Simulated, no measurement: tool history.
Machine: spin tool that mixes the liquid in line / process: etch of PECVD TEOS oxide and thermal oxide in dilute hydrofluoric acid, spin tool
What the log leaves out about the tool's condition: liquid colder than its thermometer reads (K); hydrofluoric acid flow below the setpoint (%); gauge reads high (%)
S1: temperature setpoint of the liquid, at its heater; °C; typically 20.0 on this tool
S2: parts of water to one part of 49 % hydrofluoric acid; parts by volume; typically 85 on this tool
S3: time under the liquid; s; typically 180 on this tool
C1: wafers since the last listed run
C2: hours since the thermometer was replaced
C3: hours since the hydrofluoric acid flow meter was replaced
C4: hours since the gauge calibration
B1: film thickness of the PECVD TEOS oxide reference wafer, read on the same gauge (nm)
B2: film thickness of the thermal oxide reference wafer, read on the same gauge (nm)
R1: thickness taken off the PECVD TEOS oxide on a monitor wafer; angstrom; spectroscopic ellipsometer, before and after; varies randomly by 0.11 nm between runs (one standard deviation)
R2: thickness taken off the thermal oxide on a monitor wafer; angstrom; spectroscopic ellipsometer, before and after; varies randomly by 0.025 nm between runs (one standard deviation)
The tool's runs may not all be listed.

| run | hour | S1 | S2 | S3 | C1 | C2 | C3 | C4 | B1 | B2 | R1 | R2 |
|---|---|---|---|---|---|---|---|---|---|---|---|---|
| 1 | 0.0 | 20.0 | 85 | 180 | 0 | 2913.9 | 744.4 | 184.3 | 100.03 | 139.98 | 343.3 | 70.4 |
| 2 | 10.2 | 20.0 | 85 | 180 | 46 | 2924.1 | 754.6 | 194.5 | 100.00 | 140.04 | 342.4 | 70.5 |
| 3 | 24.2 | 23.5 | 85 | 180 | 63 | 2938.1 | 768.6 | 208.5 | 100.00 | 140.00 | 397.8 | 81.3 |
| 4 | 40.9 | 20.0 | 85 | 180 | 75 | 2954.8 | 785.3 | 225.2 | 99.99 | 139.98 | 343.2 | 70.7 |
| 5 | 48.9 | 20.0 | 85 | 180 | 36 | 2962.8 | 793.3 | 233.2 | 100.01 | 140.00 | 342.4 | 70.3 |
| 6 | 57.9 | 20.0 | 85 | 180 | 40 | 2971.8 | 802.3 | 242.2 | 100.00 | 139.99 | 340.4 | 70.0 |
| 7 | 66.4 | 20.0 | 85 | 180 | 38 | 2980.3 | 810.8 | 250.7 | 99.99 | 139.97 | 339.7 | 69.8 |
| 8 | 81.8 | 20.0 | 85 | 180 | 69 | 2995.7 | 826.2 | 266.1 | 99.99 | 140.06 | 339.8 | 70.2 |
|  | 93.4 | gauge calibrated |
| 9 | 94.4 | 20.0 | 60 | 180 | 56 | 3008.3 | 838.8 | 1.0 | 100.01 | 140.02 | 496.0 | 102.0 |
| 10 | 109.1 | 20.0 | 60 | 180 | 66 | 3023.0 | 853.5 | 15.7 | 100.01 | 139.96 | 496.0 | 101.7 |
|  | 121.8 | thermometer replaced |
| 11 | 122.8 | 20.0 | 85 | 210 | 57 | 1.0 | 867.2 | 29.4 | 99.99 | 139.94 | 448.7 | 92.3 |
|  | 127.5 | hydrofluoric acid flow meter replaced |
| 12 | 133.8 | 20.0 | 85 | 210 | 45 | 12.0 | 6.3 | 40.4 | 100.01 | 140.03 | 459.5 | 94.8 |
| 13 | 148.3 | 20.0 | 85 | 250 | 65 | 26.5 | 20.8 | 54.9 | 100.01 | 139.97 | 550.2 | 112.7 |
| 14 | 163.9 | 20.0 | 50 | 180 | 70 | 42.1 | 36.4 | 70.5 | 100.01 | 140.02 | 697.0 | 143.6 |
| 15 | 176.8 | 18.5 | 100 | 220 | 58 | 55.0 | 49.3 | 83.4 | 99.98 | 140.06 | 378.3 | 77.9 |
| 16 | 183.0 | 25.0 | 85 | 180 | 28 | 61.2 | 55.5 | 89.6 | 99.99 | 139.99 | 482.1 | 98.7 |
| 17 | 197.1 | 22.0 | 55 | 280 | 63 | 75.3 | 69.6 | 103.7 | 100.01 | 140.00 | 1061.3 | 219.2 |
| 18 | 211.0 | 20.0 | 85 | 265 | 62 | 89.2 | 83.5 | 117.6 | 100.00 | 139.99 | 579.4 | 118.0 |

Run 19 is up next; what results do you expect?
| 19 | 228.6 | 20.0 | 85 | 180 | 79 | 106.8 | 101.1 | 135.2 | ? | ? | ? | ? |

{"run 19": {"B1": 100.0, "B2": 140.0, "R1": 393.0, "R2": 80.8}}
Were there no unlogged condition in the tool, this run, its random variation unchanged, would have produced R1 397.2 angstrom, R2 81.6 angstrom.
